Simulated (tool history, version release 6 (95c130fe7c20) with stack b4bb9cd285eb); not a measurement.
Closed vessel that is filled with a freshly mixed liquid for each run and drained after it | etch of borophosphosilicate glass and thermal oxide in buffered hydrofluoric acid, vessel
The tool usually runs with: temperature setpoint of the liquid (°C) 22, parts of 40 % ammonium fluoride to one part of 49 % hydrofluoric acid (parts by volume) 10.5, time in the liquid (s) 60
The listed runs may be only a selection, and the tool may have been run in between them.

| run | day | temperature setpoint of the liquid (°C) | parts of 40 % ammonium fluoride to one part of 49 % hydrofluoric acid (parts by volume) | time in the liquid (s) | wafers since the last listed run | hours since the thermometer was replaced | hours since the hydrofluoric acid flow meter was replaced | hours since the gauge calibration | read-back film thickness of the borophosphosilicate glass reference wafer, read on the same gauge (nm) | read-back film thickness of the thermal oxide reference wafer, read on the same gauge (nm) | thickness taken off the borophosphosilicate glass on a monitor wafer (angstrom) | thickness taken off the thermal oxide on a monitor wafer (angstrom) |
|---|---|---|---|---|---|---|---|---|---|---|---|---|
| 1 | 0 | 22 | 10.5 | 60 | 0 | 30.6 | 1513.8 | 320 | 69.97 | 100 | 744.6 | 456.9 |
| 2 | 0.429 | 22 | 10.5 | 60 | 1397 | 40.9 | 1524.1 | 330.3 | 70.01 | 100.01 | 749.8 | 455.2 |
| 3 | 0.975 | 19 | 10.5 | 60 | 1777 | 54 | 1537.2 | 343.4 | 70.03 | 99.97 | 631.5 | 384.2 |
| 4 | 1.671 | 19 | 10.5 | 60 | 2265 | 70.7 | 1553.9 | 360.1 | 70.02 | 100 | 630.9 | 386.1 |
|  | 1.779 | hydrofluoric acid flow meter replaced |
|  | 2.15 | gauge calibrated |
| 5 | 2.15 | 19 | 10.5 | 60 | 1424 | 82.2 | 8.9 | 0 | 69.96 | 99.97 | 709.4 | 434.7 |
| 6 | 2.429 | 18.5 | 7 | 60 | 908 | 88.9 | 15.6 | 6.7 | 69.97 | 100 | 1022.1 | 627.3 |
| 7 | 2.75 | 26 | 13 | 35 | 1044 | 96.6 | 23.3 | 14.4 | 70 | 99.99 | 491.4 | 300.4 |
| 8 | 3.383 | 22 | 10.5 | 90 | 2061 | 111.8 | 38.5 | 29.6 | 69.95 | 99.99 | 1257.5 | 761.3 |
| 9 | 3.879 | 17.5 | 13.5 | 30 | 1614 | 123.7 | 50.4 | 41.5 | 70 | 100.01 | 255.7 | 155.4 |
| 10 | 4.225 | 25 | 6.5 | 40 | 1125 | 132 | 58.7 | 49.8 | 69.96 | 100.02 | 1035.9 | 632.1 |
| 11 | 4.975 | 22 | 9 | 85 | 2441 | 150 | 76.7 | 67.8 | 70.02 | 99.98 | 1340.3 | 808.7 |
| 12 | 5.479 | 22 | 10.5 | 75 | 1641 | 162.1 | 88.8 | 79.9 | 70.01 | 100.01 | 1055.2 | 638.8 |
| 13 | 5.829 | 18.5 | 10.5 | 60 | 1139 | 170.5 | 97.2 | 88.3 | 70.01 | 99.98 | 684.5 | 422.7 |
| 14 | 7.542 | 22 | 10.5 | 95 | 5575 | 211.6 | 138.3 | 129.4 | 69.96 | 99.99 | 1326.2 | 806.5 |
| 15 | 8.183 | 22 | 10.5 | 60 | 2088 | 227 | 153.7 | 144.8 | 70.05 | 100 | 837.2 | 505.4 |
| 16 | 8.6 | 22 | 10.5 | 60 | 1356 | 237 | 163.7 | 154.8 | 70.01 | 100 | 830.8 | 509.3 |
| 17 | 8.875 | 22 | 10.5 | 60 | 895 | 243.6 | 170.3 | 161.4 | 70.02 | 100.01 | 832.4 | 505.7 |
| 18 | 9.317 | 22 | 10.5 | 60 | 1437 | 254.2 | 180.9 | 172 | 70.04 | 99.99 | 836.7 | 511.2 |
| 19 | 9.983 | 26.5 | 13.5 | 40 | 2170 | 270.2 | 196.9 | 188 | 69.97 | 99.99 | 560 | 339.5 |
| 20 | 10.646 | 25.5 | 14.5 | 90 | 2156 | 286.1 | 212.8 | 203.9 | 70.06 | 99.98 | 1103.2 | 669.2 |
| 21 | 10.988 | 22 | 7 | 75 | 1112 | 294.3 | 221 | 212.1 | 69.98 | 99.99 | 1532.9 | 928.3 |
| 22 | 11.375 | 25.5 | 7.5 | 70 | 1261 | 303.6 | 230.3 | 221.4 | 70.04 | 99.99 | 1620.2 | 980.8 |
| 23 | 12.083 | 22 | 10.5 | 60 | 2306 | 320.6 | 247.3 | 238.4 | 70 | 100.03 | 835.8 | 508 |
| 24 | 12.529 | 22 | 13 | 45 | 1451 | 331.3 | 258 | 249.1 | 70.02 | 100 | 504.3 | 309.9 |
| 25 | 12.862 | 19 | 14 | 60 | 1085 | 339.3 | 266 | 257.1 | 69.98 | 99.98 | 529 | 321.9 |

4 options for the next run, each taken on its own from the tool as it stands now. Forecast them:
| A | 12.892 | 22 | 10.5 | 60 | 94 | 340 | 266.7 | 257.8 | ? | ? | ? | ? |
| B | 12.892 | 26.5 | 8.5 | 30 | 94 | 340 | 266.7 | 257.8 | ? | ? | ? | ? |
| C | 12.892 | 17.5 | 9 | 35 | 94 | 340 | 266.7 | 257.8 | ? | ? | ? | ? |
| D | 12.892 | 22 | 6.5 | 60 | 94 | 340 | 266.7 | 257.8 | ? | ? | ? | ? |

| run | read-back film thickness of the borophosphosilicate glass reference wafer, read on the same gauge (nm) | read-back film thickness of the thermal oxide reference wafer, read on the same gauge (nm) | thickness taken off the borophosphosilicate glass on a monitor wafer (angstrom) | thickness taken off the thermal oxide on a monitor wafer (angstrom) |
|---|---|---|---|---|
| A | 70 | 100 | 827.4 | 508.1 |
| B | 70 | 100 | 627.3 | 385.6 |
| C | 70 | 100 | 426 | 260.4 |
| D | 70 | 100 | 1308.5 | 799.2 |
The same runs, with their run-to-run variation unchanged, on a tool lacking any hidden condition would have given:
| run | thickness taken off the borophosphosilicate glass on a monitor wafer (angstrom) | thickness taken off the thermal oxide on a monitor wafer (angstrom) |
|---|---|---|
| A | 826.6 | 507.4 |
| B | 628.9 | 386.4 |
| C | 421.9 | 257.7 |
| D | 1304.4 | 796 |
